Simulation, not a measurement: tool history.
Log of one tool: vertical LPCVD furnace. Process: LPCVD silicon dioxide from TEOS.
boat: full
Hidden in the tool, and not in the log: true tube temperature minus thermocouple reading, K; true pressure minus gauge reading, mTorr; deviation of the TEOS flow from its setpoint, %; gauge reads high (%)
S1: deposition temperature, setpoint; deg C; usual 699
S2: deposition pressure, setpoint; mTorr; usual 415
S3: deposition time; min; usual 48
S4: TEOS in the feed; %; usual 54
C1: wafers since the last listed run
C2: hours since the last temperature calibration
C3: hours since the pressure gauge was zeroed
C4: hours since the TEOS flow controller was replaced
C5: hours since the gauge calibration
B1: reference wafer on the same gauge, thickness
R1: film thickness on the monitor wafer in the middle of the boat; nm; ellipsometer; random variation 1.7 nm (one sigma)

run    hour   S1   S2    S3  S4    C1      C2      C3      C4      C5      B1      R1
  1       0  699  415    48  62     0  1507.3  1023.5  4870.5   549.9  352.99  380.83
  2    30.3  699  415    48  62   687  1537.6  1053.8  4900.8   580.2  353.09  378.37
  3    64.2  699  415    48  54   769  1571.5  1087.7  4934.7   614.1  353.05  354.31
  4   263.1  699  415    48  54  4514  1770.4  1286.6  5133.6     813   352.9  355.68
  5   303.5  699  415    48  54   916  1810.8    1327    5174   853.4  353.03  352.86
  6   335.4  696  415    48  54   724  1842.7  1358.9  5205.9   885.3  353.12   329.8
  7     385  699  415    48  54  1125  1892.3  1408.5  5255.5   934.9  352.85  354.54
  8   414.1  699  440    48  49   660  1921.4  1437.6  5284.6     964  353.29  348.79
  9   443.7  699  440    48  49   671    1951  1467.2  5314.2   993.6  353.19  345.72
 10   482.4  699  415    48  54   878  1989.7  1505.9  5352.9  1032.3  353.05  354.68
        526  -- thermocouples replaced and temperature profile calibrated
 11   526.5  699  415    48  54   456     0.5    1550    5397  1076.4  353.13  355.31
 12   582.1  699  415    48  54  1261    56.1  1605.6  5452.6    1132  353.12   353.6
      624.2  -- pressure gauge zeroed
 13   624.7  708  445    32  65   422    98.7     0.5  5495.2  1174.6  352.83  335.26
 14   661.1  699  415    48  54   826   135.1    36.9  5531.6    1211  352.75  363.55
 15   700.4  699  415    48  62   891   174.4    76.2  5570.9  1250.3  353.26     387
 16   746.1  699  350    48  54  1037   220.1   121.9  5616.6    1296  352.86  330.49
      866.8  -- TEOS flow controller replaced
      893.6  -- gauge calibrated
 17   916.2  699  415    48  54  3315   390.2     292    49.4    22.6   353.2  359.56
 18     952  695  515  65.5  60   812     426   327.8    85.2    58.4  353.18   521.5
 19  1016.8  699  320    48  50  1470   490.8   392.6     150   123.2  352.97  300.47
 20  1077.1  688  490  62.5  49  1368   551.1   452.9   210.3   183.5     353  372.93
 21    1137  708  485  63.5  43  1359     611   512.8   270.2   243.4  352.94  561.22
 22  1189.3  699  415    48  54  1187   663.3   565.1   322.5   295.7  352.67  357.11
 23  1250.3  709  415    33  54  1384   724.3   626.1   383.5   356.7  352.81  307.31
 24    1305  710  350    32  59  1241     779   680.8   438.2   411.4  352.65  294.38

4 ways to go on from here, each from the tool as it stands after run 24. What would each give?
  A  1309  699  505    48  54  90  783  684.8  442.2  415.4   ?   ?
  B  1309  699  315    48  54  90  783  684.8  442.2  415.4   ?   ?
  C  1309  711  475    58  62  90  783  684.8  442.2  415.4   ?   ?
  D  1309  699  375  40.5  54  90  783  684.8  442.2  415.4   ?   ?

run      B1      R1
  A  353.25  393.23
  B  353.25  307.91
  C  353.25  650.29
  D  353.25  284.51
Without the tool's hidden state the same runs would have given:
run      R1
  A  398.75
  B  314.92
  C  660.01
  D  289.92

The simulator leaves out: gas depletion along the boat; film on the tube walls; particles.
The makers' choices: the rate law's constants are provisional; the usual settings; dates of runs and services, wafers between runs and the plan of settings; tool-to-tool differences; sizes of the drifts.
